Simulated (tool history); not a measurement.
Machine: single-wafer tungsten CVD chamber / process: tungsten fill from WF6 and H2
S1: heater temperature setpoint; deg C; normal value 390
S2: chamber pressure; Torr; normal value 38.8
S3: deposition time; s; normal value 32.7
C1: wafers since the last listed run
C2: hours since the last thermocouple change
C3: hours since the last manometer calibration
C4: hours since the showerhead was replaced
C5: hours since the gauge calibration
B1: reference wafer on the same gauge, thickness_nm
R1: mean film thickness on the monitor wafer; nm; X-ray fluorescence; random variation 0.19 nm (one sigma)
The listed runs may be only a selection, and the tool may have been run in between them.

{"run": 1, "day": 0.0, "S1": 379, "S2": 38.8, "S3": 32.7, "C1": 0, "C2": 1690, "C3": 291.2, "C4": 2223.2, "C5": 14.2, "B1": 89.924, "R1": 70.794}
{"run": 2, "day": 0.617, "S1": 379, "S2": 38.8, "S3": 32.7, "C1": 183, "C2": 1704.8, "C3": 306, "C4": 2238, "C5": 29, "B1": 89.812, "R1": 70.548}
{"run": 3, "day": 1.279, "S1": 390, "S2": 38.8, "S3": 32.7, "C1": 197, "C2": 1720.7, "C3": 321.9, "C4": 2253.9, "C5": 44.9, "B1": 89.908, "R1": 85.782}
{"run": 4, "day": 1.992, "S1": 390, "S2": 38.8, "S3": 32.7, "C1": 212, "C2": 1737.8, "C3": 339, "C4": 2271, "C5": 62, "B1": 89.852, "R1": 85.925}
{"run": 5, "day": 3.05, "S1": 390, "S2": 38.8, "S3": 32.7, "C1": 315, "C2": 1763.2, "C3": 364.4, "C4": 2296.4, "C5": 87.4, "B1": 89.883, "R1": 85.929}
{"run": 6, "day": 4.088, "S1": 396, "S2": 41.8, "S3": 32.7, "C1": 308, "C2": 1788.1, "C3": 389.3, "C4": 2321.3, "C5": 112.3, "B1": 89.91, "R1": 98.185}
{"run": 7, "day": 7.175, "S1": 390, "S2": 38.8, "S3": 32.7, "C1": 919, "C2": 1862.2, "C3": 463.4, "C4": 2395.4, "C5": 186.4, "B1": 89.891, "R1": 86.016}
{"run": 8, "day": 8.65, "S1": 390, "S2": 38.8, "S3": 32.7, "C1": 439, "C2": 1897.6, "C3": 498.8, "C4": 2430.8, "C5": 221.8, "B1": 89.917, "R1": 85.86}
{"run": 9, "day": 9.175, "S1": 390, "S2": 38.8, "S3": 32.7, "C1": 156, "C2": 1910.2, "C3": 511.4, "C4": 2443.4, "C5": 234.4, "B1": 89.886, "R1": 86.108}
{"run": 10, "day": 9.921, "S1": 390, "S2": 38.8, "S3": 32.7, "C1": 222, "C2": 1928.1, "C3": 529.3, "C4": 2461.3, "C5": 252.3, "B1": 89.924, "R1": 86.138}
{"run": 11, "day": 10.658, "S1": 390, "S2": 38.8, "S3": 32.7, "C1": 219, "C2": 1945.8, "C3": 547, "C4": 2479, "C5": 270, "B1": 89.932, "R1": 86.139}
{"run": 12, "day": 11.367, "S1": 390, "S2": 38.8, "S3": 32.7, "C1": 210, "C2": 1962.8, "C3": 564, "C4": 2496, "C5": 287, "B1": 89.959, "R1": 86.3}
{"run": 13, "day": 12.829, "S1": 390, "S2": 38.8, "S3": 32.7, "C1": 435, "C2": 1997.9, "C3": 599.1, "C4": 2531.1, "C5": 322.1, "B1": 89.931, "R1": 86.577}
{"run": 14, "day": 13.575, "S1": 390, "S2": 38.8, "S3": 32.7, "C1": 222, "C2": 2015.8, "C3": 617, "C4": 2549, "C5": 340, "B1": 89.956, "R1": 86.396}
{"run": 15, "day": 14.171, "S1": 390, "S2": 38.8, "S3": 32.7, "C1": 177, "C2": 2030.1, "C3": 631.3, "C4": 2563.3, "C5": 354.3, "B1": 89.855, "R1": 86.515}
{"run": 16, "day": 14.725, "S1": 390, "S2": 38.8, "S3": 32.7, "C1": 164, "C2": 2043.4, "C3": 644.6, "C4": 2576.6, "C5": 367.6, "B1": 89.902, "R1": 86.151}
{"day": 15.129, "done": "thermocouple changed; heater temperature recalibrated"}
{"run": 17, "day": 15.342, "S1": 383, "S2": 44.1, "S3": 32.7, "C1": 84, "C2": 5.1, "C3": 659.4, "C4": 2591.4, "C5": 382.4, "B1": 89.869, "R1": 83.922}
{"run": 18, "day": 16.283, "S1": 396, "S2": 41.6, "S3": 26.5, "C1": 280, "C2": 27.7, "C3": 682, "C4": 2614, "C5": 405, "B1": 89.928, "R1": 82.651}
{"run": 19, "day": 17.658, "S1": 390, "S2": 38.8, "S3": 32.7, "C1": 409, "C2": 60.7, "C3": 715, "C4": 2647, "C5": 438, "B1": 89.88, "R1": 89.607}
{"run": 20, "day": 18.267, "S1": 405, "S2": 38.8, "S3": 38, "C1": 181, "C2": 75.3, "C3": 729.6, "C4": 2661.6, "C5": 452.6, "B1": 89.817, "R1": 133.188}
{"run": 21, "day": 18.808, "S1": 390, "S2": 42.9, "S3": 29.7, "C1": 161, "C2": 88.3, "C3": 742.6, "C4": 2674.6, "C5": 465.6, "B1": 89.779, "R1": 85.148}
{"run": 22, "day": 19.412, "S1": 383, "S2": 38.8, "S3": 39, "C1": 179, "C2": 102.8, "C3": 757.1, "C4": 2689.1, "C5": 480.1, "B1": 89.891, "R1": 94.263}
{"run": 23, "day": 23.625, "S1": 390, "S2": 38.8, "S3": 32.7, "C1": 1253, "C2": 203.9, "C3": 858.2, "C4": 2790.2, "C5": 581.2, "B1": 89.88, "R1": 89.614}
{"run": 24, "day": 24.625, "S1": 390, "S2": 42.4, "S3": 32.7, "C1": 297, "C2": 227.9, "C3": 882.2, "C4": 2814.2, "C5": 605.2, "B1": 89.874, "R1": 93.476}
{"run": 25, "day": 25.533, "S1": 386, "S2": 48.1, "S3": 30.9, "C1": 270, "C2": 249.7, "C3": 904, "C4": 2836, "C5": 627, "B1": 89.916, "R1": 87.276}
{"run": 26, "day": 26.771, "S1": 390, "S2": 31, "S3": 36.8, "C1": 368, "C2": 279.4, "C3": 933.7, "C4": 2865.7, "C5": 656.7, "B1": 89.868, "R1": 90.384}
{"day": 28.529, "done": "showerhead replaced"}
{"day": 29.083, "done": "capacitance manometer re-zeroed and calibrated"}
{"run": 27, "day": 29.104, "S1": 376, "S2": 38.8, "S3": 32.7, "C1": 496, "C2": 335.4, "C3": 0.5, "C4": 13.8, "C5": 712.7, "B1": 89.885, "R1": 67.224}
{"day": 29.196, "done": "gauge calibrated"}
{"run": 28, "day": 33.246, "S1": 390, "S2": 38.8, "S3": 32.7, "C1": 1232, "C2": 434.8, "C3": 99.9, "C4": 113.2, "C5": 97.2, "B1": 89.916, "R1": 86.15}
{"run": 29, "day": 34.454, "S1": 397, "S2": 38.8, "S3": 30.8, "C1": 359, "C2": 463.8, "C3": 128.9, "C4": 142.2, "C5": 126.2, "B1": 89.91, "R1": 90.482}
{"run": 30, "day": 35.383, "S1": 390, "S2": 32.8, "S3": 37.8, "C1": 276, "C2": 486.1, "C3": 151.2, "C4": 164.5, "C5": 148.5, "B1": 89.9, "R1": 91.46}
{"run": 31, "day": 35.883, "S1": 376, "S2": 31.6, "S3": 27.7, "C1": 148, "C2": 498.1, "C3": 163.2, "C4": 176.5, "C5": 160.5, "B1": 89.913, "R1": 51.371}
{"run": 32, "day": 36.95, "S1": 385, "S2": 33.4, "S3": 39.1, "C1": 317, "C2": 523.7, "C3": 188.8, "C4": 202.1, "C5": 186.1, "B1": 89.851, "R1": 87.546}

What will run 33 give?
{"run": 33, "day": 38.396, "S1": 381, "S2": 45.4, "S3": 37, "C1": 430, "C2": 558.4, "C3": 223.5, "C4": 236.8, "C5": 220.8, "B1": "?", "R1": "?"}

B1: 89.864
R1: 89.206 nm
With the hidden condition absent and the run-to-run variation left alone, this run would have shown R1 91.552 nm.

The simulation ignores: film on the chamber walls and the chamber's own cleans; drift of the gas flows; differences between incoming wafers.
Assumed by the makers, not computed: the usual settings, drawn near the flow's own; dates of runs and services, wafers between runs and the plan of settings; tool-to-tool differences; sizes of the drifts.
